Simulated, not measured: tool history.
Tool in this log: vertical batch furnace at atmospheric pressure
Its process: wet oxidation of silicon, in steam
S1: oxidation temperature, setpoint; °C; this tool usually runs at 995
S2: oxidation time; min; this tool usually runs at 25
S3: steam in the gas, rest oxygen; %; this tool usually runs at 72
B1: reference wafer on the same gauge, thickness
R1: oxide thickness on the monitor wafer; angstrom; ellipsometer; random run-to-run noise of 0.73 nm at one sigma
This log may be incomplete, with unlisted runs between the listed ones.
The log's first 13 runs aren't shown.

run 14 hour=1318.1 | S1=995 S2=25 S3=72 | B1=180.97 | R1=1606
run 15 hour=1396.1 | S1=995 S2=25 S3=72 | B1=180.99 | R1=1589.2
run 16 hour=1484.7 | S1=995 S2=25 S3=72 | B1=180.77 | R1=1603.8
-- hour=1518 gauge calibrated
-- hour=1525.2 thermocouples replaced and temperature profile calibrated
run 17 hour=1552.6 | S1=995 S2=25 S3=72 | B1=180.93 | R1=1557.3
run 18 hour=1599.8 | S1=995 S2=25 S3=72 | B1=181.09 | R1=1566.2
run 19 hour=1641.8 | S1=980 S2=21 S3=72 | B1=180.98 | R1=1144.7
run 20 hour=1691.7 | S1=1011 S2=25 S3=72 | B1=181.16 | R1=1798.3
run 21 hour=1733.3 | S1=972 S2=18.5 S3=72 | B1=181.02 | R1=930.6
run 22 hour=2027 | S1=1008 S2=18 S3=82 | B1=181.15 | R1=1499.5
run 23 hour=2125.5 | S1=1002 S2=34 S3=66 | B1=180.98 | R1=1979
run 24 hour=2231.9 | S1=1016 S2=25 S3=65 | B1=180.87 | R1=1767.4
run 25 hour=2329 | S1=975 S2=32.5 S3=76 | B1=181.02 | R1=1625.4

What will run 26 give?
-- hour=2391.1 steam generator serviced
run 26 hour=2391.6 | S1=982 S2=34 S3=62 | B1=? | R1=?

{"run 26": {"B1": 180.84, "R1": 1614.2}}
Were there no unlogged condition in the tool, this run, its random variation unchanged, would have produced R1 1608.3 angstrom.
